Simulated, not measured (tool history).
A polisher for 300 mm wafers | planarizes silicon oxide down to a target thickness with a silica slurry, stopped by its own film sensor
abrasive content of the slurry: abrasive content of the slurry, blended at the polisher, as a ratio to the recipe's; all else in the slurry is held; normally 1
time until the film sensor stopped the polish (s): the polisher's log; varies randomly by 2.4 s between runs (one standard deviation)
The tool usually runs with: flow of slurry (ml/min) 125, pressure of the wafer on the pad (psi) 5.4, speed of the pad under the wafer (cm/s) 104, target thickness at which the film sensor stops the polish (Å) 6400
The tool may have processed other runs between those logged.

run,hour,flow of slurry (ml/min),pressure of the wafer on the pad (psi),speed of the pad under the wafer (cm/s),abrasive content of the slurry,target thickness at which the film sensor stops the polish (Å),wafers since the last listed run,wafers polished on this pad,hours since the slurry nozzle was cleaned,hours since the head pressure was calibrated,hours since the slurry blender was calibrated,hours since the conditioning disc was replaced,"incoming thickness of the incoming film, nm",time until the film sensor stopped the polish (s)
1,0,125,5.4,104,1,6400,0,890,687.6,347.2,352.9,363.5,1033,165.5
2,11.4,155,5.4,104,1,6050,120,1010,699,358.6,364.3,374.9,1036,172
3,26.2,155,5.4,104,1,6050,156,1167,713.8,373.4,379.1,389.7,1023.8,167.8
4,41.4,125,5.4,104,1,7050,160,1327,729,388.6,394.3,404.9,1033.4,141
# hour 52.1: slurry nozzle cleaned
# hour 58.1: worn pad replaced by a new one
5,58.6,125,5.4,104,1,5420,128,5,6.5,405.8,411.5,422.1,1013.1,172.6
6,65,125,5.4,104,1,5420,67,72,12.9,412.2,417.9,428.5,1017.3,163.7
7,77.7,125,5.4,104,1,5420,134,207,25.6,424.9,430.6,441.2,1042.2,177.2
8,95.5,125,5.4,104,1,6400,188,395,43.4,442.7,448.4,459,1025.3,136.8
# hour 100: slurry blender recalibrated
9,146.3,125,5.4,104,1,6400,515,910,94.2,493.5,46.3,509.8,1031.9,142.2
# hour 148.8: conditioning disc replaced and pad reconditioned
10,159.3,125,5.4,120,1.15,6400,116,1026,107.2,506.5,59.3,10.5,1017.3,125.5
11,165.6,95,4.1,104,0.9,7320,66,1093,113.5,512.8,65.6,16.8,1037.2,164.1
12,174.5,145,5.4,128,1,7500,94,1187,122.4,521.7,74.5,25.7,1028.2,88.1
13,184.9,125,3.7,124,1.25,6400,109,1297,132.8,532.1,84.9,36.1,1045.1,184.4
# hour 191.7: head pressure recalibrated
14,201.3,140,3.6,114,0.85,6400,152,1449,149.2,9.6,101.3,52.5,1041.9,192.4
# hour 211.1: worn pad replaced by a new one
15,211.6,125,5.4,104,0.8,5920,66,5,159.5,19.9,111.6,62.8,1016,154
16,225.5,125,6.3,104,1,6820,146,152,173.4,33.8,125.5,76.7,1020,99
17,238,125,5.4,104,1,6400,132,284,185.9,46.3,138,89.2,1008.1,130.6
18,254.8,125,5.4,78,1,6980,177,461,202.7,63.1,154.8,106,1042.7,140.9
19,272.5,170,5.4,104,1.15,6400,186,648,220.4,80.8,172.5,123.7,1039,123.1
20,280.8,125,6.4,104,1,6400,87,736,228.7,89.1,180.8,132,1026,117.9
21,286.8,125,5.4,104,1,6400,63,799,234.7,95.1,186.8,138,1028.7,137.5
22,293,125,5.4,104,1,6400,65,865,240.9,101.3,193,144.2,1007.7,136.8
23,299.4,145,7.1,104,1,5680,67,932,247.3,107.7,199.4,150.6,1044.3,124.2
24,312.9,125,4.8,88,1,5760,142,1075,260.8,121.2,212.9,164.1,1025.9,203.8
25,326.6,150,4.7,104,1,6400,144,1220,274.5,134.9,226.6,177.8,1027.4,155.8

For each run, what was the tool's unlogged condition?
removal rate lost through wear of the pad, %: 0 on each run
abrasive missing from the slurry, %: 0 on each run
time polished since the conditioner stopped cutting, s: 0 on each run
H1: slurry flow missing at the pad, %
H2: deviation of the head's pressure from its setpoint, %
run,H1,H2
1,44.6,-10.5
2,44.7,-10.7
3,44.9,-10.8
4,45,-11
5,3.48,-11.1
6,4.48,-11.2
7,6.38,-11.3
8,8.9,-11.4
9,15.2,-11.7
10,16.6,-11.8
11,17.3,-11.8
12,18.2,-11.8
13,19.3,-11.9
14,20.8,-1.2
15,21.7,-1.81
16,22.9,-2.58
17,23.9,-3.24
18,25.2,-4.05
19,26.5,-4.83
20,27,-5.18
21,27.4,-5.42
22,27.8,-5.66
23,28.2,-5.9
24,29.1,-6.38
25,29.9,-6.84

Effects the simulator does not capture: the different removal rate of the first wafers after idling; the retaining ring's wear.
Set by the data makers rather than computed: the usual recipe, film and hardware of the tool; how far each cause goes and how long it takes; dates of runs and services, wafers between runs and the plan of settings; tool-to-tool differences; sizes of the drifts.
